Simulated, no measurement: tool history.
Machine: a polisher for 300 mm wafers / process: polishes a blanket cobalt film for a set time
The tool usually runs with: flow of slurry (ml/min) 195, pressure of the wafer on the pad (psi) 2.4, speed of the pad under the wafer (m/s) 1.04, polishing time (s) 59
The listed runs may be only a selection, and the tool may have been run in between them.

run,hour,flow of slurry (ml/min),pressure of the wafer on the pad (psi),speed of the pad under the wafer (m/s),polishing time (s),"incoming thickness of the incoming film, nm",film removed (nm)
1,0.0,160,2.4,1.04,59,1275.0,343.2
2,8.8,160,2.4,1.04,59,1252.2,343.9
# hour 20.1: worn pad replaced by a new one
3,20.6,250,1.9,1.04,59,1244.4,330.8
4,35.2,250,1.9,1.04,59,1272.9,309.8
5,41.5,250,1.9,1.04,59,1244.5,305.1
6,56.7,195,2.4,1.04,49,1278.8,307.9
7,80.2,195,2.4,1.04,49,1263.2,302.4
8,93.8,195,2.4,1.04,49,1265.6,295.8
# hour 102.7: head pressure recalibrated
9,119.1,195,2.7,1.04,64,1270.7,425.8
# hour 124.9: slurry nozzle cleaned
10,126.6,195,2.7,1.04,64,1258.8,427.6
# hour 133.9: worn pad replaced by a new one
11,144.0,150,2.4,1.34,59,1241.4,470.4
12,152.9,230,2.4,1.04,59,1268.7,381.8
13,163.8,195,1.6,1.04,39,1278.8,162.1
14,172.0,155,2.9,0.84,59,1278.2,345.1
15,187.4,235,2.4,1.04,59,1271.8,371.5
16,203.1,195,2.4,1.04,59,1231.4,358.6
17,212.0,160,2.4,1.04,59,1288.0,343.1
18,222.9,155,2.4,1.04,73,1285.4,425.0
19,229.2,135,1.7,0.90,39,1256.5,135.7
20,239.7,195,2.4,1.04,59,1281.1,354.5

Predict each of these 3 candidate next runs independently; none follows another, all start after run 20:
A,240.1,135,2.4,1.04,59,1238.9,?
B,240.1,175,2.4,0.84,59,1238.9,?
C,240.1,155,2.8,0.84,59,1238.9,?

run,film removed (nm)
A,334.4
B,284.2
C,324.4
With the hidden condition removed and each run's random variation left untouched, the same runs would have given:
run,film removed (nm)
A,380.0
B,323.0
C,368.6

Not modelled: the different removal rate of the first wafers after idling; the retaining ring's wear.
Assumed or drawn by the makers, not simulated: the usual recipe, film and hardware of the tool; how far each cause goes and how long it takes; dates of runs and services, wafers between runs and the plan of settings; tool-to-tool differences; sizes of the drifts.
